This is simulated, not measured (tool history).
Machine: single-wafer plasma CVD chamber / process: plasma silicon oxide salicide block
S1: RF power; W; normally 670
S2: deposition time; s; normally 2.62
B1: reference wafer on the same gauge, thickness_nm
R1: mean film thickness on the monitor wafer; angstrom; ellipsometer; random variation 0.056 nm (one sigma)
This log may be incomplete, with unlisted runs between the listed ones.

| run | hour | S1 | S2 | B1 | R1 |
|---|---|---|---|---|---|
| 1 | 0 | 765 | 2.62 | 22.301 | 261.04 |
| 2 | 88.9 | 670 | 2.62 | 22.301 | 254.39 |
| 3 | 191.3 | 670 | 2.62 | 22.298 | 254.51 |
| 4 | 234.2 | 670 | 2.62 | 22.295 | 253.98 |
| 5 | 320.5 | 670 | 2.62 | 22.296 | 255.1 |
| 6 | 368 | 670 | 2.62 | 22.286 | 254.31 |
| 7 | 470 | 670 | 2.62 | 22.304 | 253.95 |
| 8 | 527.1 | 670 | 2.96 | 22.31 | 286.81 |
| 9 | 790.8 | 670 | 2.96 | 22.305 | 287.6 |
| 10 | 864.6 | 670 | 2.96 | 22.302 | 286.01 |
|  | 934 | showerhead replaced |
|  | 950.5 | gauge calibrated |
| 11 | 968.9 | 640 | 2.62 | 22.303 | 250.29 |
| 12 | 1010.6 | 565 | 2.62 | 22.295 | 246.92 |
| 13 | 1090.4 | 715 | 2.47 | 22.305 | 242.53 |
| 14 | 1145.3 | 740 | 3.13 | 22.306 | 307.38 |
| 15 | 1227.1 | 800 | 2.19 | 22.296 | 217.6 |
| 16 | 1298.7 | 670 | 3.14 | 22.295 | 304.56 |
| 17 | 1360 | 670 | 2.62 | 22.291 | 253.17 |
|  | 1379.7 | RF generator calibrated |
| 18 | 1396.4 | 715 | 2.48 | 22.3 | 245.32 |
| 19 | 1485.6 | 745 | 3.12 | 22.31 | 311.12 |
| 20 | 1579.6 | 580 | 2.62 | 22.306 | 249.53 |
| 21 | 1668.9 | 670 | 2.62 | 22.288 | 255.51 |
| 22 | 1730.8 | 730 | 2.14 | 22.299 | 211.22 |
| 23 | 1770.5 | 670 | 2.62 | 22.298 | 255.38 |
| 24 | 1811.3 | 590 | 2.21 | 22.301 | 211.75 |

For some of the steps in R1 from one run to the next: how much would appear even if the tool had no hidden state, given the settings, what came in and random variation, and how much remains for the hidden state plus any gauge scatter that the measured result and the result without hidden state don't share?
Hidden conditions of the tool in this case: delivered RF power above the setpoint (%); gauge reads high (%).
Run 14 -> 15: S1 740 -> 800, S2 3.13 -> 2.19. R1 -89.78 angstrom: hidden state +1.22, all else -91.
Run 15 -> 16: S1 800 -> 670, S2 2.19 -> 3.14. R1 +86.96 angstrom: hidden state -1.26, all else +88.22.
Run 17 -> 18: S1 670 -> 715, S2 2.62 -> 2.48, RF generator calibrated. R1 -7.85 angstrom: hidden state +3.51, all else -11.36.

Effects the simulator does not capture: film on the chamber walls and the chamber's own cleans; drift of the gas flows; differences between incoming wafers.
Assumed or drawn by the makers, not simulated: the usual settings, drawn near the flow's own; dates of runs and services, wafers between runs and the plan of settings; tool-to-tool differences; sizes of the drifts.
